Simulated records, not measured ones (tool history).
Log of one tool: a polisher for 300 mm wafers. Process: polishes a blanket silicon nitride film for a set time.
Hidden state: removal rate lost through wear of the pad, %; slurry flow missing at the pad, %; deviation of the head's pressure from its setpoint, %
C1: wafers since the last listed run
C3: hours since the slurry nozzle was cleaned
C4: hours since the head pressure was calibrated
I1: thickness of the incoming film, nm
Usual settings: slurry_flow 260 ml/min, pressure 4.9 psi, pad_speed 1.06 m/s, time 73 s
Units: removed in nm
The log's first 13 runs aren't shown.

{"run": 14, "hour": 167.7, "slurry_flow": 235, "pressure": 4.9, "pad_speed": 1.06, "time": 73, "C1": 63, "wafers polished on this pad": 414, "C3": 20.8, "C4": 733.5, "I1": 525.1, "removed": 155.5}
{"run": 15, "hour": 174.4, "slurry_flow": 235, "pressure": 4.9, "pad_speed": 1.06, "time": 73, "C1": 68, "wafers polished on this pad": 482, "C3": 27.5, "C4": 740.2, "I1": 520.5, "removed": 157.3}
{"run": 16, "hour": 184.4, "slurry_flow": 225, "pressure": 4.9, "pad_speed": 1.06, "time": 73, "C1": 102, "wafers polished on this pad": 585, "C3": 37.5, "C4": 750.2, "I1": 523.4, "removed": 154.7}
{"run": 17, "hour": 190.7, "slurry_flow": 330, "pressure": 3.5, "pad_speed": 0.82, "time": 61, "C1": 64, "wafers polished on this pad": 649, "C3": 43.8, "C4": 756.5, "I1": 524.2, "removed": 86.8}
{"hour": 211.0, "done": "worn pad replaced by a new one"}
{"run": 18, "hour": 211.5, "slurry_flow": 260, "pressure": 4.9, "pad_speed": 1.06, "time": 88, "C1": 171, "wafers polished on this pad": 5, "C3": 64.6, "C4": 777.3, "I1": 530, "removed": 190.8}
{"run": 19, "hour": 216.9, "slurry_flow": 210, "pressure": 4.3, "pad_speed": 1.06, "time": 98, "C1": 55, "wafers polished on this pad": 60, "C3": 70, "C4": 782.7, "I1": 524.4, "removed": 179.3}
{"run": 20, "hour": 223.4, "slurry_flow": 260, "pressure": 5.6, "pad_speed": 1.06, "time": 58, "C1": 66, "wafers polished on this pad": 126, "C3": 76.5, "C4": 789.2, "I1": 528.8, "removed": 142.9}
{"run": 21, "hour": 241.1, "slurry_flow": 260, "pressure": 5.4, "pad_speed": 0.74, "time": 91, "C1": 180, "wafers polished on this pad": 307, "C3": 94.2, "C4": 806.9, "I1": 522.1, "removed": 184.7}
{"run": 22, "hour": 252.1, "slurry_flow": 190, "pressure": 6.5, "pad_speed": 0.78, "time": 55, "C1": 112, "wafers polished on this pad": 420, "C3": 105.2, "C4": 817.9, "I1": 520.5, "removed": 131.1}
{"run": 23, "hour": 261.8, "slurry_flow": 215, "pressure": 4.9, "pad_speed": 1.06, "time": 73, "C1": 99, "wafers polished on this pad": 519, "C3": 114.9, "C4": 827.6, "I1": 521.4, "removed": 152.5}
{"run": 24, "hour": 275.9, "slurry_flow": 260, "pressure": 4.9, "pad_speed": 1.06, "time": 73, "C1": 144, "wafers polished on this pad": 663, "C3": 129, "C4": 841.7, "I1": 521.5, "removed": 159}
{"hour": 286.8, "done": "head pressure recalibrated"}
{"run": 25, "hour": 287.8, "slurry_flow": 260, "pressure": 4.9, "pad_speed": 1.06, "time": 73, "C1": 101, "wafers polished on this pad": 764, "C3": 140.9, "C4": 1, "I1": 509.2, "removed": 146.3}
{"run": 26, "hour": 297.9, "slurry_flow": 260, "pressure": 4.9, "pad_speed": 1.06, "time": 73, "C1": 103, "wafers polished on this pad": 867, "C3": 151, "C4": 11.1, "I1": 521.6, "removed": 146.1}
{"hour": 311.5, "done": "worn pad replaced by a new one"}
{"run": 27, "hour": 314.4, "slurry_flow": 260, "pressure": 5.4, "pad_speed": 0.74, "time": 91, "C1": 127, "wafers polished on this pad": 29, "C3": 167.5, "C4": 27.6, "I1": 518.2, "removed": 173.9}

Run 28 comes next. What will it give?
{"run": 28, "hour": 348.6, "slurry_flow": 260, "pressure": 4.9, "pad_speed": 1.06, "time": 73, "C1": 349, "wafers polished on this pad": 379, "C3": 201.7, "C4": 61.8, "I1": 527.5, "removed": "?"}

{"run 28": {"removed": 148.6}}
Without the tool's hidden state the same run would have given removed 149 nm.
